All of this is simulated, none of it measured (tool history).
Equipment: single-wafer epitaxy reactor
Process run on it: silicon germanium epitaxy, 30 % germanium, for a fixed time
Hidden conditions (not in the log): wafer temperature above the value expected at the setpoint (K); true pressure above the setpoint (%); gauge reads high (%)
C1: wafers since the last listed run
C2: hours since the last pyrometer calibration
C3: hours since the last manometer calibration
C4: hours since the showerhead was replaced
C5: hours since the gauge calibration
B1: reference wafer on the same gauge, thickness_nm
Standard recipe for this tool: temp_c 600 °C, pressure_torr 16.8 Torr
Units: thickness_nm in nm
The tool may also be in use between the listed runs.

Run 1, day 0.000: usual settings; C1 0; C2 1250.4; C3 2494.9; C4 4767.3; C5 71.6; B1 60.997. Result: thickness_nm 65.553 nm.
Run 2, day 0.304: usual settings but temp_c 609 °C; C1 112; C2 1257.7; C3 2502.2; C4 4774.6; C5 78.9; B1 60.983. Result: thickness_nm 77.354 nm.
Run 3, day 0.854: usual settings but temp_c 592 °C; C1 204; C2 1270.9; C3 2515.4; C4 4787.8; C5 92.1; B1 60.990. Result: thickness_nm 56.168 nm.
Run 4, day 1.438: usual settings but temp_c 592 °C; C1 216; C2 1284.9; C3 2529.4; C4 4801.8; C5 106.1; B1 61.000. Result: thickness_nm 56.177 nm.
Run 5, day 2.038: usual settings but temp_c 592 °C; C1 222; C2 1299.3; C3 2543.8; C4 4816.2; C5 120.5; B1 60.999. Result: thickness_nm 56.082 nm.
Run 6, day 2.733: usual settings; C1 258; C2 1316.0; C3 2560.5; C4 4832.9; C5 137.2; B1 60.955. Result: thickness_nm 65.216 nm.
Run 7, day 3.212: usual settings; C1 177; C2 1327.5; C3 2572.0; C4 4844.4; C5 148.7; B1 60.983. Result: thickness_nm 65.508 nm.
Run 8, day 3.767: usual settings but temp_c 608 °C; C1 205; C2 1340.8; C3 2585.3; C4 4857.7; C5 162.0; B1 60.990. Result: thickness_nm 76.315 nm.
Run 9, day 4.254: usual settings; C1 180; C2 1352.5; C3 2597.0; C4 4869.4; C5 173.7; B1 61.004. Result: thickness_nm 65.741 nm.
Run 10, day 4.879: usual settings; C1 231; C2 1367.5; C3 2612.0; C4 4884.4; C5 188.7; B1 60.983. Result: thickness_nm 65.603 nm.
At day 5.283: showerhead replaced.
Run 11, day 5.579: usual settings; C1 136; C2 1384.3; C3 2628.8; C4 7.1; C5 205.5; B1 61.008. Result: thickness_nm 65.777 nm.
At day 6.158: gauge calibrated.
Run 12, day 6.204: usual settings but temp_c 589 °C, pressure_torr 15.0 Torr; C1 231; C2 1399.3; C3 2643.8; C4 22.1; C5 1.1; B1 60.972. Result: thickness_nm 51.248 nm.
Run 13, day 6.938: usual settings; C1 272; C2 1416.9; C3 2661.4; C4 39.7; C5 18.7; B1 60.970. Result: thickness_nm 65.549 nm.
Run 14, day 7.542: usual settings but temp_c 612 °C; C1 224; C2 1431.4; C3 2675.9; C4 54.2; C5 33.2; B1 60.988. Result: thickness_nm 82.497 nm.
Run 15, day 8.121: usual settings but temp_c 614 °C, pressure_torr 18.4 Torr; C1 214; C2 1445.3; C3 2689.8; C4 68.1; C5 47.1; B1 60.994. Result: thickness_nm 88.313 nm.
Run 16, day 8.625: usual settings but temp_c 605 °C, pressure_torr 19.4 Torr; C1 187; C2 1457.4; C3 2701.9; C4 80.2; C5 59.2; B1 60.969. Result: thickness_nm 75.468 nm.
Run 17, day 9.129: usual settings but temp_c 592 °C, pressure_torr 19.1 Torr; C1 187; C2 1469.5; C3 2714.0; C4 92.3; C5 71.3; B1 60.979. Result: thickness_nm 58.711 nm.
At day 9.925: pyrometer calibrated.
At day 10.038: capacitance manometer re-zeroed and calibrated.
Run 18, day 10.058: usual settings but temp_c 588 °C, pressure_torr 15.0 Torr; C1 180; C2 3.2; C3 0.5; C4 114.6; C5 93.6; B1 60.957. Result: thickness_nm 43.852 nm.
Run 19, day 10.383: usual settings but temp_c 614 °C, pressure_torr 15.2 Torr; C1 120; C2 11.0; C3 8.3; C4 122.4; C5 101.4; B1 60.984. Result: thickness_nm 73.041 nm.
Run 20, day 10.917: usual settings but temp_c 589 °C, pressure_torr 20.3 Torr; C1 197; C2 23.8; C3 21.1; C4 135.2; C5 114.2; B1 60.981. Result: thickness_nm 49.536 nm.
Run 21, day 11.279: usual settings but temp_c 604 °C, pressure_torr 14.8 Torr; C1 134; C2 32.5; C3 29.8; C4 143.9; C5 122.9; B1 61.032. Result: thickness_nm 60.333 nm.
Run 22, day 11.992: usual settings; C1 264; C2 49.6; C3 46.9; C4 161.0; C5 140.0; B1 60.977. Result: thickness_nm 58.302 nm.
Run 23, day 12.642: usual settings but pressure_torr 20.3 Torr; C1 241; C2 65.2; C3 62.5; C4 176.6; C5 155.6; B1 60.985. Result: thickness_nm 62.281 nm.

Branching from run 23: 4 alternative next runs. What would each branch give?
Run A, day 12.658: usual settings but temp_c 595 °C; C1 6; C2 65.6; C3 62.9; C4 177.0; C5 156.0; B1 ?. Result: thickness_nm ?.
Run B, day 12.658: usual settings but temp_c 589 °C, pressure_torr 20.1 Torr; C1 6; C2 65.6; C3 62.9; C4 177.0; C5 156.0; B1 ?. Result: thickness_nm ?.
Run C, day 12.658: usual settings but temp_c 611 °C, pressure_torr 13.1 Torr; C1 6; C2 65.6; C3 62.9; C4 177.0; C5 156.0; B1 ?. Result: thickness_nm ?.
Run D, day 12.658: usual settings but temp_c 595 °C, pressure_torr 18.6 Torr; C1 6; C2 65.6; C3 62.9; C4 177.0; C5 156.0; B1 ?. Result: thickness_nm ?.

run      B1  thickness_nm
  A  61.015        53.014
  B  61.015        49.922
  C  61.015        66.739
  D  61.015        54.792
With no hidden state in the tool, these same runs would have given:
run  thickness_nm
  A        52.164
  B        49.110
  C        65.709
  D        53.914
